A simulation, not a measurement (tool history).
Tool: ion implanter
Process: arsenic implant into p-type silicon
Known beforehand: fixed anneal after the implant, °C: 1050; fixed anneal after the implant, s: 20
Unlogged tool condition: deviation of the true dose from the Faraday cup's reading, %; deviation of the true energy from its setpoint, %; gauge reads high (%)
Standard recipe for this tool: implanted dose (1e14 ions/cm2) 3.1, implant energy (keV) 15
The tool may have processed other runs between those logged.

| run | hour | implanted dose (1e14 ions/cm2) | implant energy (keV) | wafers since the last listed run | hours since the last dose calibration | hours since the extraction supply was calibrated | hours since the gauge calibration | read-back reference wafer on the same gauge, sheet resistance | sheet resistance of the implanted and annealed layer (ohm/square) |
|---|---|---|---|---|---|---|---|---|---|
| 1 | 0 | 3.1 | 15 | 0 | 496 | 5488.2 | 248.9 | 283.98 | 288.38 |
| 2 | 26.8 | 3.75 | 15 | 411 | 522.8 | 5515 | 275.7 | 283.89 | 249.38 |
| 3 | 41 | 3.77 | 15 | 218 | 537 | 5529.2 | 289.9 | 283.66 | 249.46 |
| 4 | 71.5 | 3.77 | 15 | 468 | 567.5 | 5559.7 | 320.4 | 284.05 | 248.1 |
| 5 | 85.5 | 3.36 | 15 | 214 | 581.5 | 5573.7 | 334.4 | 283.92 | 272.08 |
| 6 | 104.3 | 3.36 | 15 | 288 | 600.3 | 5592.5 | 353.2 | 284.27 | 271.93 |
| 7 | 128.4 | 3.36 | 15 | 370 | 624.4 | 5616.6 | 377.3 | 283.79 | 271.4 |
| 8 | 166.3 | 3.1 | 15 | 581 | 662.3 | 5654.5 | 415.2 | 283.91 | 289.08 |
| 9 | 193 | 3.1 | 15 | 409 | 689 | 5681.2 | 441.9 | 283.72 | 289.21 |
|  | 213.7 | Faraday cup replaced and dose calibrated |
| 10 | 214.2 | 3.1 | 15 | 202 | 0.5 | 5702.4 | 463.1 | 283.82 | 293.47 |
| 11 | 246.4 | 3.1 | 15 | 494 | 32.7 | 5734.6 | 495.3 | 283.98 | 293.48 |
| 12 | 260.6 | 3.1 | 15 | 218 | 46.9 | 5748.8 | 509.5 | 283.71 | 292.74 |
| 13 | 293.2 | 3.1 | 15 | 500 | 79.5 | 5781.4 | 542.1 | 283.96 | 291.03 |
| 14 | 317.4 | 3.1 | 15 | 371 | 103.7 | 5805.6 | 566.3 | 284.29 | 291.44 |
| 15 | 331.8 | 2.58 | 12.5 | 221 | 118.1 | 5820 | 580.7 | 283.92 | 344.07 |
| 16 | 347.5 | 3.38 | 15 | 241 | 133.8 | 5835.7 | 596.4 | 284.04 | 271.88 |
| 17 | 369.9 | 3.66 | 13.5 | 343 | 156.2 | 5858.1 | 618.8 | 283.74 | 258.73 |
| 18 | 387.3 | 3.1 | 15 | 267 | 173.6 | 5875.5 | 636.2 | 284.21 | 291.23 |
| 19 | 420.8 | 3.1 | 15 | 514 | 207.1 | 5909 | 669.7 | 283.86 | 290.92 |
| 20 | 441.7 | 2.82 | 10 | 320 | 228 | 5929.9 | 690.6 | 283.88 | 323.66 |

Estimate the outcome of run 21 from the log above:
| 21 | 465.3 | 2.42 | 19.5 | 362 | 251.6 | 5953.5 | 714.2 | ? | ? |

For run 21 the tool returned read-back reference wafer on the same gauge, sheet resistance 283.89, sheet resistance of the implanted and annealed layer (ohm/square) 341.85.
If the tool had no hidden condition, the same run with the same run-to-run variation would have returned sheet resistance of the implanted and annealed layer (ohm/square) 345.75.
